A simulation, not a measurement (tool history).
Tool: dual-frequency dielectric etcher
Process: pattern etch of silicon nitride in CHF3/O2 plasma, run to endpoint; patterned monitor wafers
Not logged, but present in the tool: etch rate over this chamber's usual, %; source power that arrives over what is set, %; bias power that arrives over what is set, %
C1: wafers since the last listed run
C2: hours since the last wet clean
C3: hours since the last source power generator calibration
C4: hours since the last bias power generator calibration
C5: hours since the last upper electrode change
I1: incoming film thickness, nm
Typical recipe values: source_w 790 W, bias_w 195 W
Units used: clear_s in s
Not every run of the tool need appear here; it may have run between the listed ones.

run 1 day=0 | source_w=790 bias_w=195 | C1=0 C2=15.6 C3=3348.1 C4=2412.8 C5=2205.3 | I1=75.1 | clear_s=43.2
run 2 day=2.858 | source_w=790 bias_w=195 | C1=505 C2=84.2 C3=3416.7 C4=2481.4 C5=2273.9 | I1=75 | clear_s=43.2
run 3 day=4.625 | source_w=790 bias_w=195 | C1=312 C2=126.6 C3=3459.1 C4=2523.8 C5=2316.3 | I1=75.1 | clear_s=43.2
run 4 day=5.996 | source_w=790 bias_w=225 | C1=242 C2=159.5 C3=3492 C4=2556.7 C5=2349.2 | I1=74.3 | clear_s=40.4
run 5 day=8.642 | source_w=790 bias_w=225 | C1=467 C2=223 C3=3555.5 C4=2620.2 C5=2412.7 | I1=75.2 | clear_s=40.4
run 6 day=10.704 | source_w=790 bias_w=225 | C1=364 C2=272.5 C3=3605 C4=2669.7 C5=2462.2 | I1=75.7 | clear_s=40.8
run 7 day=13.162 | source_w=790 bias_w=195 | C1=434 C2=331.5 C3=3664 C4=2728.7 C5=2521.2 | I1=75.2 | clear_s=41.8
run 8 day=15.358 | source_w=790 bias_w=195 | C1=388 C2=384.2 C3=3716.7 C4=2781.4 C5=2573.9 | I1=75.1 | clear_s=42.1
run 9 day=16.458 | source_w=790 bias_w=195 | C1=194 C2=410.6 C3=3743.1 C4=2807.8 C5=2600.3 | I1=74.7 | clear_s=41.6
run 10 day=18.279 | source_w=790 bias_w=195 | C1=322 C2=454.3 C3=3786.8 C4=2851.5 C5=2644 | I1=74.9 | clear_s=41.4
run 11 day=20.658 | source_w=790 bias_w=180 | C1=420 C2=511.4 C3=3843.9 C4=2908.6 C5=2701.1 | I1=74.7 | clear_s=42.6
run 12 day=21.838 | source_w=790 bias_w=180 | C1=208 C2=539.7 C3=3872.2 C4=2936.9 C5=2729.4 | I1=74.1 | clear_s=41.6
run 13 day=23.846 | source_w=660 bias_w=195 | C1=355 C2=587.9 C3=3920.4 C4=2985.1 C5=2777.6 | I1=74.8 | clear_s=45.4
run 14 day=24.971 | source_w=660 bias_w=195 | C1=198 C2=614.9 C3=3947.4 C4=3012.1 C5=2804.6 | I1=75.1 | clear_s=45.7
-- day=26.288 wet clean of the chamber
run 15 day=26.667 | source_w=790 bias_w=227 | C1=123 C2=9.1 C3=3988.1 C4=3052.8 C5=2845.3 | I1=74.8 | clear_s=40.7
run 16 day=27.888 | source_w=730 bias_w=214 | C1=215 C2=38.4 C3=4017.4 C4=3082.1 C5=2874.6 | I1=74.3 | clear_s=43.1
run 17 day=29.712 | source_w=730 bias_w=214 | C1=322 C2=82.2 C3=4061.2 C4=3125.9 C5=2918.4 | I1=74 | clear_s=42.5
run 18 day=32.046 | source_w=630 bias_w=217 | C1=412 C2=138.2 C3=4117.2 C4=3181.9 C5=2974.4 | I1=75.4 | clear_s=46.8
-- day=36.392 source power generator calibrated
-- day=36.625 bias power generator calibrated
run 19 day=38.121 | source_w=790 bias_w=195 | C1=1015 C2=284 C3=41.5 C4=35.9 C5=3120.2 | I1=74.7 | clear_s=42
run 20 day=40.658 | source_w=790 bias_w=195 | C1=448 C2=344.9 C3=102.4 C4=96.8 C5=3181.1 | I1=75.9 | clear_s=42.2
run 21 day=43.067 | source_w=650 bias_w=149 | C1=425 C2=402.7 C3=160.2 C4=154.6 C5=3238.9 | I1=75.2 | clear_s=51
run 22 day=44.979 | source_w=650 bias_w=159 | C1=338 C2=448.6 C3=206.1 C4=200.5 C5=3284.8 | I1=74.5 | clear_s=49.5
run 23 day=47.788 | source_w=790 bias_w=180 | C1=496 C2=516 C3=273.5 C4=267.9 C5=3352.2 | I1=75.1 | clear_s=42.9
run 24 day=48.992 | source_w=870 bias_w=219 | C1=212 C2=544.9 C3=302.4 C4=296.8 C5=3381.1 | I1=74.3 | clear_s=36.8
-- day=50.762 wet clean of the chamber
run 25 day=51.738 | source_w=870 bias_w=212 | C1=308 C2=23.4 C3=368.3 C4=362.7 C5=3447 | I1=75.2 | clear_s=40.3
run 26 day=54.425 | source_w=620 bias_w=215 | C1=475 C2=87.9 C3=432.8 C4=427.2 C5=3511.5 | I1=74.5 | clear_s=48.2
-- day=55.979 upper electrode replaced
run 27 day=56 | source_w=790 bias_w=221 | C1=101 C2=125.7 C3=470.6 C4=465 C5=0.5 | I1=74.9 | clear_s=41.6
run 28 day=58.112 | source_w=620 bias_w=182 | C1=373 C2=176.4 C3=521.3 C4=515.7 C5=51.2 | I1=74.6 | clear_s=50.7
run 29 day=59.925 | source_w=790 bias_w=195 | C1=320 C2=219.9 C3=564.8 C4=559.2 C5=94.7 | I1=74.7 | clear_s=42.8
run 30 day=62.096 | source_w=740 bias_w=228 | C1=383 C2=272 C3=616.9 C4=611.3 C5=146.8 | I1=75.5 | clear_s=42.6
run 31 day=64.838 | source_w=660 bias_w=224 | C1=484 C2=337.8 C3=682.7 C4=677.1 C5=212.6 | I1=75.1 | clear_s=44.7
run 32 day=66.754 | source_w=790 bias_w=178 | C1=339 C2=383.8 C3=728.7 C4=723.1 C5=258.6 | I1=75.3 | clear_s=44.4
run 33 day=67.754 | source_w=790 bias_w=195 | C1=176 C2=407.8 C3=752.7 C4=747.1 C5=282.6 | I1=74.8 | clear_s=42.1
run 34 day=70.496 | source_w=790 bias_w=195 | C1=484 C2=473.6 C3=818.5 C4=812.9 C5=348.4 | I1=74.4 | clear_s=42.1
run 35 day=72.112 | source_w=790 bias_w=195 | C1=285 C2=512.4 C3=857.3 C4=851.7 C5=387.2 | I1=75.3 | clear_s=42.4

Hidden state or all else? Some run-to-run changes of clear_s, split into what the settings, what came in and random variation would give without the hidden state, and what is left for the hidden state (with any gauge scatter that isn't in both results):
Run 14 -> 15: source_w 660 -> 790, bias_w 195 -> 227, wet clean of the chamber. clear_s -5 s: hidden state +2.2, all else -7.2.
Run 20 -> 21: source_w 790 -> 650, bias_w 195 -> 149. clear_s +8.8 s: hidden state -0.6, all else +9.4.
Run 24 -> 25: bias_w 219 -> 212, wet clean of the chamber. clear_s +3.5 s: hidden state +2.4, all else +1.1.
Run 25 -> 26: source_w 870 -> 620, bias_w 212 -> 215. clear_s +7.9 s: hidden state -0.2, all else +8.1.
Run 27 -> 28: source_w 790 -> 620, bias_w 221 -> 182. clear_s +9.1 s: hidden state -0.2, all else +9.3.
